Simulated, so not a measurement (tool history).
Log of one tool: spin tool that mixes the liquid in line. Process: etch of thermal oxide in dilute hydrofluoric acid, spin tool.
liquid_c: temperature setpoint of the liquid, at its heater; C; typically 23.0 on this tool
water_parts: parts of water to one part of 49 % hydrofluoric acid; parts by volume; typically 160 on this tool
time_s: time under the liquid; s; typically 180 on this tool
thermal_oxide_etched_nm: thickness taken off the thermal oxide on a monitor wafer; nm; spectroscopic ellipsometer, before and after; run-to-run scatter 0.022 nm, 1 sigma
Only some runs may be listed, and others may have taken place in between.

run   hour  liquid_c  water_parts  time_s  read-back film thickness of the thermal oxide reference wafer, read on the same gauge (nm)  thermal_oxide_etched_nm
  1    0.0      23.0          160     150                                                                                      110.02                     3.98
  2   30.1      23.0          160     180                                                                                      110.01                     4.82
  3   78.3      23.0          160     180                                                                                      109.95                     4.76
  4  107.8      23.0          160     180                                                                                      110.03                     4.87
  5  160.6      23.0          160     180                                                                                      110.01                     4.85
  6  231.6      23.0          160     180                                                                                      110.01                     5.24
  7  257.8      23.0          160     180                                                                                      109.98                     5.28
  8  288.0      23.0          160     180                                                                                      110.00                     5.28
  9  345.2      19.0          160     180                                                                                      109.96                     4.27
 10  402.0      21.0          160     265                                                                                      110.00                     6.87
 11  428.4      21.5           95     150                                                                                      110.00                     7.15
 12  476.2      24.5          225     145                                                                                      109.98                     2.87
 13  534.9      20.0          210     140                                                                                      109.97                     2.54
 14  590.3      18.0          215     180                                                                                      109.99                     2.93
 15  658.4      18.0          215     255                                                                                      110.01                     4.19

Not shown here: 3 entries made in the log between runs. Locate each between two listed runs and compare the hidden state at the listed run before it with the hidden state at the listed run after it:
Logged between run 5 and run 6: thermometer replaced (hour 212.9)
  liquid colder than its thermometer reads (K): 2.27 -> 0.078; hydrofluoric acid flow above the setpoint (%): 4.1 -> 4.48
  measured result minus the result with no hidden state, thermal_oxide_etched_nm: -0.20 -> +0.24 nm
Logged between run 8 and run 9: hydrofluoric acid flow meter replaced (hour 294.4); gauge calibrated (hour 334.0)
  liquid colder than its thermometer reads (K): 0.127 -> 0.176; hydrofluoric acid flow above the setpoint (%): 4.78 -> 0.435
  measured result minus the result with no hidden state, thermal_oxide_etched_nm: +0.25 -> -0.01 nm
